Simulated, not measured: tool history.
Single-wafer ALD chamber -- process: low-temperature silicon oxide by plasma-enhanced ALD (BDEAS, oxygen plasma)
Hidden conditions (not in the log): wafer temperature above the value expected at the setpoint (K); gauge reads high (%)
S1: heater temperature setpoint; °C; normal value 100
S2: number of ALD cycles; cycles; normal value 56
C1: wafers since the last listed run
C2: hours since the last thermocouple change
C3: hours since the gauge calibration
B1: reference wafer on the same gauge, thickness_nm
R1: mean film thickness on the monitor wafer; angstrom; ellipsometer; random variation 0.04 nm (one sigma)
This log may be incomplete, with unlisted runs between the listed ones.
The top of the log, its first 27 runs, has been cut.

{"run": 28, "day": 56.8, "S1": 100, "S2": 56, "C1": 109, "C2": 323.3, "C3": 578, "B1": 9.301, "R1": 88.1}
{"run": 29, "day": 58.817, "S1": 100, "S2": 56, "C1": 203, "C2": 371.7, "C3": 626.4, "B1": 9.272, "R1": 86.91}
{"run": 30, "day": 61.267, "S1": 86, "S2": 56, "C1": 246, "C2": 430.5, "C3": 685.2, "B1": 9.289, "R1": 92.22}
{"run": 31, "day": 63.992, "S1": 100, "S2": 56, "C1": 274, "C2": 495.9, "C3": 750.6, "B1": 9.295, "R1": 88.59}
{"run": 32, "day": 66.725, "S1": 89, "S2": 56, "C1": 275, "C2": 561.5, "C3": 816.2, "B1": 9.278, "R1": 91.75}
{"run": 33, "day": 68.683, "S1": 100, "S2": 52, "C1": 197, "C2": 608.5, "C3": 863.2, "B1": 9.295, "R1": 82.42}
{"run": 34, "day": 69.967, "S1": 96, "S2": 53, "C1": 129, "C2": 639.3, "C3": 894, "B1": 9.293, "R1": 84.56}
{"run": 35, "day": 73.833, "S1": 100, "S2": 53, "C1": 389, "C2": 732.1, "C3": 986.8, "B1": 9.297, "R1": 82.92}
{"run": 36, "day": 75.871, "S1": 100, "S2": 56, "C1": 205, "C2": 781, "C3": 1035.7, "B1": 9.271, "R1": 87.62}
{"run": 37, "day": 78.862, "S1": 100, "S2": 56, "C1": 301, "C2": 852.8, "C3": 1107.5, "B1": 9.308, "R1": 87.68}
{"run": 38, "day": 80.429, "S1": 110, "S2": 64, "C1": 157, "C2": 890.4, "C3": 1145.1, "B1": 9.279, "R1": 98.37}
{"run": 39, "day": 82.708, "S1": 113, "S2": 59, "C1": 229, "C2": 945.1, "C3": 1199.8, "B1": 9.295, "R1": 89.73}
{"run": 40, "day": 84.671, "S1": 90, "S2": 56, "C1": 197, "C2": 992.2, "C3": 1246.9, "B1": 9.281, "R1": 91.83}
{"run": 41, "day": 86.275, "S1": 100, "S2": 56, "C1": 161, "C2": 1030.7, "C3": 1285.4, "B1": 9.287, "R1": 88.65}
{"run": 42, "day": 88.375, "S1": 92, "S2": 67, "C1": 211, "C2": 1081.1, "C3": 1335.8, "B1": 9.291, "R1": 108.35}

What if the next run were any one of these 5? Each begins from the tool's condition after run 42:
{"run": "A", "day": 88.396, "S1": 100, "S2": 56, "C1": 2, "C2": 1081.6, "C3": 1336.3, "B1": "?", "R1": "?"}
{"run": "B", "day": 88.396, "S1": 113, "S2": 51, "C1": 2, "C2": 1081.6, "C3": 1336.3, "B1": "?", "R1": "?"}
{"run": "C", "day": 88.396, "S1": 100, "S2": 66, "C1": 2, "C2": 1081.6, "C3": 1336.3, "B1": "?", "R1": "?"}
{"run": "D", "day": 88.396, "S1": 93, "S2": 50, "C1": 2, "C2": 1081.6, "C3": 1336.3, "B1": "?", "R1": "?"}
{"run": "E", "day": 88.396, "S1": 92, "S2": 47, "C1": 2, "C2": 1081.6, "C3": 1336.3, "B1": "?", "R1": "?"}

run=A B1=9.286 R1=88.37
run=B B1=9.286 R1=77.63
run=C B1=9.286 R1=104.15
run=D B1=9.286 R1=81
run=E B1=9.286 R1=76.42
Stripped of hidden state, with their random variation kept, the same runs would have yielded:
run=A R1=86.47
run=B R1=76.77
run=C R1=101.92
run=D R1=79.31
run=E R1=74.83

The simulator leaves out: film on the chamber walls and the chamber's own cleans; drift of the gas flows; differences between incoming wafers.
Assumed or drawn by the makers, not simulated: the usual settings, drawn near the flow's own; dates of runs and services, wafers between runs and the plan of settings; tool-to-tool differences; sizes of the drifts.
